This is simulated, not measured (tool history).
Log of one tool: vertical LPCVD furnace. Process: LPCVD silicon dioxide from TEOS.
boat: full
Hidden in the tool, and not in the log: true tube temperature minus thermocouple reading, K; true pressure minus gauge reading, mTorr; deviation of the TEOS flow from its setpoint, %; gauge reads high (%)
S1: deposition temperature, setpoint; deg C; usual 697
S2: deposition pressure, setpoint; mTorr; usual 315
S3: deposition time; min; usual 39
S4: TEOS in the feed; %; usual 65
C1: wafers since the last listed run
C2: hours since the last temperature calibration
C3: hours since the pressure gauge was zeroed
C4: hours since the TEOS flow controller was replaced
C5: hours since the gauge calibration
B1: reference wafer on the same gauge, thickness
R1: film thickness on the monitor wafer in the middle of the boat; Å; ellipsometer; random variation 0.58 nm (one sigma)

| run | hour | S1 | S2 | S3 | S4 | C1 | C2 | C3 | C4 | C5 | B1 | R1 |
|---|---|---|---|---|---|---|---|---|---|---|---|---|
| 1 | 0 | 697 | 370 | 39 | 65 | 0 | 1236.8 | 1953.4 | 2116.3 | 762.5 | 248.99 | 2825.1 |
| 2 | 68 | 697 | 370 | 39 | 65 | 495 | 1304.8 | 2021.4 | 2184.3 | 830.5 | 248.98 | 2843.3 |
| 3 | 152 | 697 | 370 | 39 | 65 | 612 | 1388.8 | 2105.4 | 2268.3 | 914.5 | 249 | 2836 |
| 4 | 243.9 | 697 | 315 | 39 | 65 | 669 | 1480.7 | 2197.3 | 2360.2 | 1006.4 | 248.95 | 2618.2 |
| 5 | 311.9 | 697 | 315 | 39 | 65 | 495 | 1548.7 | 2265.3 | 2428.2 | 1074.4 | 248.94 | 2609.1 |
| 6 | 360.2 | 697 | 315 | 39 | 65 | 352 | 1597 | 2313.6 | 2476.5 | 1122.7 | 249.03 | 2610 |
|  | 475.7 | TEOS flow controller replaced |
| 7 | 476.2 | 692 | 365 | 39 | 65 | 670 | 1713 | 2429.6 | 0.5 | 1238.7 | 248.94 | 2499.2 |
| 8 | 569 | 692 | 365 | 39 | 65 | 676 | 1805.8 | 2522.4 | 93.3 | 1331.5 | 249.03 | 2493.9 |
|  | 606.7 | pressure gauge zeroed |
| 9 | 615.2 | 692 | 365 | 39 | 65 | 161 | 1852 | 8.5 | 139.5 | 1377.7 | 249.03 | 2525.7 |
|  | 617.9 | gauge calibrated |
| 10 | 674.1 | 687 | 265 | 27 | 65 | 429 | 1910.9 | 67.4 | 198.4 | 56.2 | 249.07 | 1327.8 |
| 11 | 731 | 697 | 315 | 30 | 58 | 414 | 1967.8 | 124.3 | 255.3 | 113.1 | 249.06 | 1923.9 |
|  | 818.2 | thermocouples replaced and temperature profile calibrated |
| 12 | 822.1 | 688 | 260 | 44 | 65 | 489 | 3.9 | 215.4 | 346.4 | 204.2 | 248.96 | 2139 |
| 13 | 868.6 | 697 | 315 | 39 | 75 | 338 | 50.4 | 261.9 | 392.9 | 250.7 | 248.98 | 2772.1 |
| 14 | 970 | 697 | 335 | 39 | 53 | 739 | 151.8 | 363.3 | 494.3 | 352.1 | 249.07 | 2410.7 |
| 15 | 1059.1 | 697 | 315 | 39 | 65 | 649 | 240.9 | 452.4 | 583.4 | 441.2 | 249.04 | 2593.2 |
| 16 | 1113.6 | 702 | 315 | 39 | 65 | 397 | 295.4 | 506.9 | 637.9 | 495.7 | 248.94 | 2914.9 |
| 17 | 1165.3 | 697 | 315 | 39 | 73 | 376 | 347.1 | 558.6 | 689.6 | 547.4 | 249 | 2760.5 |
| 18 | 1239.8 | 697 | 315 | 45.5 | 65 | 543 | 421.6 | 633.1 | 764.1 | 621.9 | 248.95 | 3047.4 |

Forecast each of these 4 alternatives for the next run:
| A | 1245.2 | 697 | 315 | 39 | 65 | 39 | 427 | 638.5 | 769.5 | 627.3 | ? | ? |
| B | 1245.2 | 689 | 315 | 39 | 65 | 39 | 427 | 638.5 | 769.5 | 627.3 | ? | ? |
| C | 1245.2 | 697 | 315 | 46.5 | 65 | 39 | 427 | 638.5 | 769.5 | 627.3 | ? | ? |
| D | 1245.2 | 697 | 275 | 39 | 65 | 39 | 427 | 638.5 | 769.5 | 627.3 | ? | ? |

| run | B1 | R1 |
|---|---|---|
| A | 248.89 | 2608.1 |
| B | 248.89 | 2160 |
| C | 248.89 | 3109.7 |
| D | 248.89 | 2436.4 |
Without the tool's hidden state the same runs would have given:
| run | R1 |
|---|---|
| A | 2566.6 |
| B | 2125 |
| C | 3060.2 |
| D | 2398.1 |

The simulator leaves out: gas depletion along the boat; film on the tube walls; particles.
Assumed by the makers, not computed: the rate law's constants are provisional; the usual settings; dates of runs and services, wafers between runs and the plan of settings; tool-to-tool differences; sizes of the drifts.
